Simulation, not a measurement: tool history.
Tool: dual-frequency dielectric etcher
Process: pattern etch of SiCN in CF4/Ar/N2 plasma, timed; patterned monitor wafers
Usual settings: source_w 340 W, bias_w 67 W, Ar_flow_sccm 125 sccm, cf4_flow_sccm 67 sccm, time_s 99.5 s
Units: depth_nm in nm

run,hour,source_w,bias_w,Ar_flow_sccm,cf4_flow_sccm,time_s,"read-back reference wafer on the same gauge, depth_nm",depth_nm
1,0,340,59,125,67,108,64.3,71
2,13.3,280,81,152,67,99.5,64.2,65.1
# hour 39.8: wet clean of the chamber
3,49.2,360,58,125,82,118.5,64.3,84.1
# hour 67.4: bias power generator calibrated
4,68.2,340,67,125,67,99.5,64.4,70.2
# hour 86.4: source power generator calibrated
# hour 104.6: upper electrode replaced
5,105.1,340,67,125,67,99.5,64.3,70.4
6,110.5,390,63,125,67,118.5,64.3,89.6
7,123.9,340,67,125,67,99.5,64.3,70
8,136.8,410,52,103,67,84,64.4,62.5
# hour 161.7: Ar flow controller replaced
# hour 163.4: CF4 flow controller replaced
9,163.9,340,67,125,67,99.5,64.3,70.3
10,180.5,340,67,125,52,99.5,64.3,66.6
11,251,340,77,112,55,99.5,64.4,75
# hour 259.9: gauge calibrated
12,354.1,340,67,115,67,120,62.7,84
13,371.7,340,67,125,75,87.5,62.7,61.6
14,403.3,340,71,125,67,99.5,62.8,70.7
15,433.9,260,67,134,67,99.5,62.9,56.3
16,450.3,340,80,125,67,99.5,63,75.6
# hour 501.6: wet clean of the chamber
17,502.1,340,67,125,51,99.5,63.1,65.3
18,502.4,340,67,125,67,99.5,63.1,69
19,530.1,360,67,138,74,85.5,63.2,61.8
20,565.6,340,67,125,67,99.5,63.2,69.2
21,578.6,340,71,125,67,99.5,63.2,71.4

The same runs without the tool's hidden state, with the same run-to-run variation:
The hidden state here: etch rate over this chamber's usual, %; source power that arrives over what is set, %; bias power that arrives over what is set, %; Ar flow that arrives over what is set, %; CF4 flow that arrives over what is set, %; gauge reads high (%).
run,depth_nm
1,68.8
2,63.1
3,81.5
4,68
5,68.2
6,86.8
7,67.8
8,60.5
9,68
10,64.4
11,72.6
12,83.6
13,61.2
14,70.2
15,55.7
16,74.9
17,64.5
18,68.1
19,61
20,68.1
21,70.3

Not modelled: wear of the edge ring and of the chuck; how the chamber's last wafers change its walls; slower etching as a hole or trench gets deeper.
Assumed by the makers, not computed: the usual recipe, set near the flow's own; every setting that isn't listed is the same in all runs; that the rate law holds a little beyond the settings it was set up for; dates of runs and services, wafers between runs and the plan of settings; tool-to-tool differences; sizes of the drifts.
